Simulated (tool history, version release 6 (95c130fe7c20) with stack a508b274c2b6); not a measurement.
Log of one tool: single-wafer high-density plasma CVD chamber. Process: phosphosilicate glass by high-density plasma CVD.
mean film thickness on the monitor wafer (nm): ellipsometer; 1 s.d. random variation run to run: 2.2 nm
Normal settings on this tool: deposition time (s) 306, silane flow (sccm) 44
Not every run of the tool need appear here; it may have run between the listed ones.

run	hour	deposition time (s)	silane flow (sccm)	wafers since the last listed run	hours since the silane flow controller was replaced	hours since the gauge calibration	read-back reference wafer on the same gauge, thickness_nm	mean film thickness on the monitor wafer (nm)
1	0.0	306	44	0	2501.2	31.3	1350.261	1234.293
2	11.5	280	44	85	2512.7	42.8	1349.754	1130.679
3	25.4	280	44	103	2526.6	56.7	1349.426	1130.836
4	39.6	280	44	105	2540.8	70.9	1349.747	1129.373
5	47.8	306	44	61	2549.0	79.1	1350.162	1236.150
6	56.8	306	44	67	2558.0	88.1	1349.704	1234.155
7	64.7	306	44	58	2565.9	96.0	1349.988	1233.586
8	77.3	306	40	93	2578.5	108.6	1350.047	1123.770
9	105.4	306	40	209	2606.6	136.7	1350.467	1119.853
10	121.6	306	40	120	2622.8	152.9	1350.160	1121.056
11	136.1	324	44	108	2637.3	167.4	1349.663	1308.336
12	146.6	324	44	78	2647.8	177.9	1350.003	1304.952
13	161.9	324	44	114	2663.1	193.2	1350.382	1303.962
14	171.4	306	50	70	2672.6	202.7	1349.680	1399.695
15	184.4	306	44	96	2685.6	215.7	1350.041	1230.781
# hour 184.4: gauge calibrated
16	197.4	306	44	96	2698.6	13.0	1350.361	1231.791
17	207.7	329	50	76	2708.9	23.3	1349.546	1508.112
18	220.7	306	44	96	2721.9	36.3	1350.035	1231.670
19	233.8	334	38	97	2735.0	49.4	1349.956	1162.696
20	247.6	272	42	102	2748.8	63.2	1349.870	1045.142
21	255.3	261	49	57	2756.5	70.9	1350.099	1170.383
22	262.6	262	44	54	2763.8	78.2	1350.194	1057.180
# hour 278.2: silane flow controller replaced
23	278.7	306	44	60	0.5	94.3	1350.171	1300.695
24	284.9	280	49	46	6.7	100.5	1350.316	1328.378
25	291.6	306	44	49	13.4	107.2	1350.116	1304.293
26	302.2	255	48	79	24.0	117.8	1350.153	1185.184
27	315.0	306	44	95	36.8	130.6	1349.719	1300.724
28	329.1	248	44	105	50.9	144.7	1349.801	1051.144
29	337.5	268	51	62	59.3	153.1	1349.688	1316.948
30	353.5	339	37	119	75.3	169.1	1350.192	1205.442
31	371.0	278	51	130	92.8	186.6	1350.084	1364.817

Some steps in mean film thickness on the monitor wafer (nm) between neighbouring runs. How much of each would the tool show without its hidden state too (settings, what came in, random variation), and how much is left for the hidden state, with any gauge scatter that isn't in both results?
The tool's hidden condition here consists of: delivered silane flow above the setpoint (%); gauge reads high (%).
Run 16 -> 17: deposition time (s) 306 -> 329, silane flow (sccm) 44 -> 50. mean film thickness on the monitor wafer (nm) +276.321: hidden state -16.332, all else +292.653.
Run 17 -> 18: deposition time (s) 329 -> 306, silane flow (sccm) 50 -> 44. mean film thickness on the monitor wafer (nm) -276.442: hidden state +16.220, all else -292.662.
Run 22 -> 23: deposition time (s) 262 -> 306, silane flow controller replaced. mean film thickness on the monitor wafer (nm) +243.515: hidden state +60.571, all else +182.944.
Run 28 -> 29: deposition time (s) 248 -> 268, silane flow (sccm) 44 -> 51. mean film thickness on the monitor wafer (nm) +265.804: hidden state -2.006, all else +267.810.

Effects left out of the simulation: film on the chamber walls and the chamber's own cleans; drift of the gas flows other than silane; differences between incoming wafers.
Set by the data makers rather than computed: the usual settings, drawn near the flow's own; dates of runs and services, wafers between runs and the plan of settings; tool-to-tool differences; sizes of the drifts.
